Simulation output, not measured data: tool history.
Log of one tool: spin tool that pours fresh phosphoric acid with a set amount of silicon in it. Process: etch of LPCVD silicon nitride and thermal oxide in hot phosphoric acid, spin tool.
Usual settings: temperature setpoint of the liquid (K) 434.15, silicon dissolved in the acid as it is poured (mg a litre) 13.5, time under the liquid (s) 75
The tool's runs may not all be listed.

run     day  temperature setpoint of the liquid (K)  silicon dissolved in the acid as it is poured (mg a litre)  time under the liquid (s)  read-back film thickness of the LPCVD silicon nitride reference wafer, read on the same gauge (nm)  thickness taken off the LPCVD silicon nitride on a monitor wafer (Å)
  1   0.000                                  435.65                                                         8.0                         75                                                                                              150.00                                                                  62.6
  2   3.212                                  434.15                                                        13.5                         75                                                                                              149.98                                                                  59.3
      6.550  -- thermometer replaced
      6.700  -- dissolved silicon flow meter replaced
  3  10.758                                  434.15                                                        13.5                         75                                                                                              150.00                                                                  59.2
  4  15.162                                  434.15                                                        13.5                         75                                                                                              150.02                                                                  59.4
     15.258  -- gauge calibrated
  5  18.438                                  433.15                                                        13.5                         95                                                                                              150.02                                                                  72.4
  6  20.175                                  435.65                                                        17.5                         75                                                                                              149.99                                                                  62.0
  7  23.400                                  435.65                                                        17.5                         75                                                                                              150.01                                                                  61.9
  8  26.104                                  436.65                                                         6.0                         90                                                                                              149.98                                                                  77.6
  9  29.908                                  431.65                                                        13.5                         75                                                                                              150.02                                                                  54.4
 10  33.742                                  435.15                                                        10.0                        120                                                                                              150.01                                                                  97.7
 11  37.367                                  434.15                                                        18.0                         75                                                                                              149.99                                                                  59.2
     40.671  -- dissolved silicon flow meter replaced
 12  41.096                                  434.15                                                        22.5                         75                                                                                              149.99                                                                  58.9
 13  43.542                                  434.15                                                        13.5                         75                                                                                              150.01                                                                  59.5
     44.904  -- heated supply line repaired
 14  46.721                                  434.15                                                        13.5                         75                                                                                              150.00                                                                  59.0
 15  48.692                                  434.15                                                        13.5                         75                                                                                              150.00                                                                  59.1
 16  51.904                                  436.65                                                        16.5                         40                                                                                              150.02                                                                  34.2
 17  54.096                                  435.15                                                        24.0                         90                                                                                              150.02                                                                  73.1
 18  56.058                                  434.15                                                        20.5                        100                                                                                              150.01                                                                  78.9
 19  58.296                                  434.15                                                        13.5                        110                                                                                              149.97                                                                  86.7
 20  60.233                                  433.15                                                        13.5                        100                                                                                              150.00                                                                  76.0
 21  63.142                                  434.15                                                         9.5                         75                                                                                              150.01                                                                  58.9
 22  67.358                                  431.15                                                        22.5                         55                                                                                              150.00                                                                  39.3

The tool's hidden state at each run:
liquid colder than its thermometer reads (K): 0 in every run
dissolved silicon flow below the setpoint (%): 0 in every run
temperature lost on the way to the wafer (K): 0 in every run
gauge reads high (%): 0 in every run

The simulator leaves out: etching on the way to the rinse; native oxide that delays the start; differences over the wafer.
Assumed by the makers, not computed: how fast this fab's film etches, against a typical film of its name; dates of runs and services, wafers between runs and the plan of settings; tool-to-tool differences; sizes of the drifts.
